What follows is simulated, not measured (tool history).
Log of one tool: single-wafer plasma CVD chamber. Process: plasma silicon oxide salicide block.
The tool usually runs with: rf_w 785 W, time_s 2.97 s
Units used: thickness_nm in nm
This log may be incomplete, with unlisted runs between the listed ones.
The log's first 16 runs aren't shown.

run    hour  rf_w  time_s  wafers since the last listed run  hours since the last RF generator calibration  hours since the showerhead was replaced  hours since the gauge calibration  read-back reference wafer on the same gauge, thickness_nm  thickness_nm
 17   791.7   785    2.97                               941                                         1296.0                                   2820.9                              685.9                                                     31.702        33.272
 18   849.7   785    3.28                               841                                         1354.0                                   2878.9                              743.9                                                     31.698        36.784
 19   919.3   785    2.97                              1009                                         1423.6                                   2948.5                              813.5                                                     31.698        33.294
 20   962.3   785    3.33                               623                                         1466.6                                   2991.5                              856.5                                                     31.710        37.300
     1026.1  -- showerhead replaced
 21  1030.1   785    2.97                               867                                         1534.4                                      4.0                              924.3                                                     31.708        33.303
 22  1073.5   785    2.97                               629                                         1577.8                                     47.4                              967.7                                                     31.709        33.337
 23  1134.4   705    3.16                               883                                         1638.7                                    108.3                             1028.6                                                     31.697        34.277
 24  1205.9   865    2.38                              1036                                         1710.2                                    179.8                             1100.1                                                     31.691        27.260
 25  1235.5   720    3.24                               429                                         1739.8                                    209.4                             1129.7                                                     31.700        35.302
 26  1282.8   630    3.51                               685                                         1787.1                                    256.7                             1177.0                                                     31.707        36.845
 27  1338.1   870    2.48                               802                                         1842.4                                    312.0                             1232.3                                                     31.698        28.478
 28  1366.7   875    2.57                               414                                         1871.0                                    340.6                             1260.9                                                     31.689        29.670
 29  1410.9   715    2.97                               641                                         1915.2                                    384.8                             1305.1                                                     31.701        32.432
     1426.3  -- gauge calibrated
     1446.6  -- RF generator calibrated
 30  1455.6   690    2.97                               532                                            9.0                                    429.5                               29.3                                                     31.702        32.377
 31  1494.1   715    2.66                               558                                           47.5                                    468.0                               67.8                                                     31.697        29.408
 32  1558.7   675    2.66                               936                                          112.1                                    532.6                              132.4                                                     31.693        28.856
 33  1604.1   700    2.66                               658                                          157.5                                    578.0                              177.8                                                     31.701        29.160
 34  1630.0   700    2.66                               375                                          183.4                                    603.9                              203.7                                                     31.687        29.056
 35  1679.0   725    3.21                               710                                          232.4                                    652.9                              252.7                                                     31.704        35.492
 36  1743.8   885    2.97                               939                                          297.2                                    717.7                              317.5                                                     31.706        34.651
 37  1811.7   740    3.48                               984                                          365.1                                    785.6                              385.4                                                     31.718        38.483
 38  1851.4   785    2.97                               575                                          404.8                                    825.3                              425.1                                                     31.706        33.475
 39  1920.2   685    2.97                               997                                          473.6                                    894.1                              493.9                                                     31.703        31.997

3 options for the next run, each taken on its own from the tool as it stands now. Forecast them:
  A  1920.6   925    2.97                                 5                                          474.0                                    894.5                              494.3                                                          ?             ?
  B  1920.6   840    2.97                                 5                                          474.0                                    894.5                              494.3                                                          ?             ?
  C  1920.6   905    3.19                                 5                                          474.0                                    894.5                              494.3                                                          ?             ?

run  read-back reference wafer on the same gauge, thickness_nm  thickness_nm
  A                                                     31.695        35.024
  B                                                     31.695        34.056
  C                                                     31.695        37.380
Take away the tool's hidden state, keep each run's random variation, and the runs would have read:
run  thickness_nm
  A        35.352
  B        34.375
  C        37.730

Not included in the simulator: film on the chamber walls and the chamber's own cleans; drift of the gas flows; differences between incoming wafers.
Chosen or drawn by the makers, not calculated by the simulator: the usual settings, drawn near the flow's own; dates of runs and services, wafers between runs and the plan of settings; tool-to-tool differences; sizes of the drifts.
